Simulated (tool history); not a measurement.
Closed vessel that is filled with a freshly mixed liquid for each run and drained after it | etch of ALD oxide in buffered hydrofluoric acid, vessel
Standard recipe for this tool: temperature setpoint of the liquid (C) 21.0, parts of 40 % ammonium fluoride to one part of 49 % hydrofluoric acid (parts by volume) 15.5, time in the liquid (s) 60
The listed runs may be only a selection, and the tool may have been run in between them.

run	hour	temperature setpoint of the liquid (C)	parts of 40 % ammonium fluoride to one part of 49 % hydrofluoric acid (parts by volume)	time in the liquid (s)	read-back film thickness of the ALD oxide reference wafer, read on the same gauge (nm)	thickness taken off the ALD oxide on a monitor wafer (Å)
1	0.0	21.0	15.5	85	30.02	1716.4
2	17.3	21.0	15.5	60	30.01	1203.9
3	27.7	21.0	15.5	45	30.01	909.0
4	42.9	21.0	15.5	45	30.02	911.4
5	51.4	21.0	15.5	45	30.00	914.6
6	64.0	22.5	15.5	60	29.98	1316.8
7	79.7	22.5	15.5	60	29.99	1314.7
8	87.4	22.5	15.5	60	29.98	1321.2
9	107.9	21.0	15.5	60	30.00	1218.0
# hour 114.3: hydrofluoric acid flow meter replaced
10	117.8	21.0	15.5	60	30.00	1218.0
11	124.2	21.0	13.5	75	30.02	1743.4
12	131.9	18.0	15.5	60	29.99	1032.5
13	140.8	21.0	18.5	35	29.98	598.1
14	173.2	21.0	10.0	60	30.00	1883.7
15	187.7	21.0	15.5	70	29.99	1424.1
# hour 189.9: gauge calibrated
# hour 204.6: thermometer replaced
16	205.1	17.0	10.0	60	30.02	1410.5
17	216.0	21.0	15.5	90	29.98	1718.0
18	225.4	21.0	11.5	80	29.99	2060.3
19	242.3	22.5	15.5	60	30.00	1246.6
20	259.6	17.0	15.5	60	30.01	920.0
21	277.2	21.0	15.5	45	30.01	860.9
22	284.0	18.0	15.5	60	29.99	975.8

What if the next run were any one of these 3? Each begins from the tool's condition after run 22:
A	284.7	21.0	14.0	60	?	?
B	284.7	17.5	20.5	60	?	?
C	284.7	21.0	20.5	95	?	?

run	read-back film thickness of the ALD oxide reference wafer, read on the same gauge (nm)	thickness taken off the ALD oxide on a monitor wafer (Å)
A	30.00	1275.3
B	30.00	724.2
C	30.00	1396.9
With no hidden state in the tool, these same runs would have given:
run	thickness taken off the ALD oxide on a monitor wafer (Å)
A	1264.7
B	718.0
C	1385.2

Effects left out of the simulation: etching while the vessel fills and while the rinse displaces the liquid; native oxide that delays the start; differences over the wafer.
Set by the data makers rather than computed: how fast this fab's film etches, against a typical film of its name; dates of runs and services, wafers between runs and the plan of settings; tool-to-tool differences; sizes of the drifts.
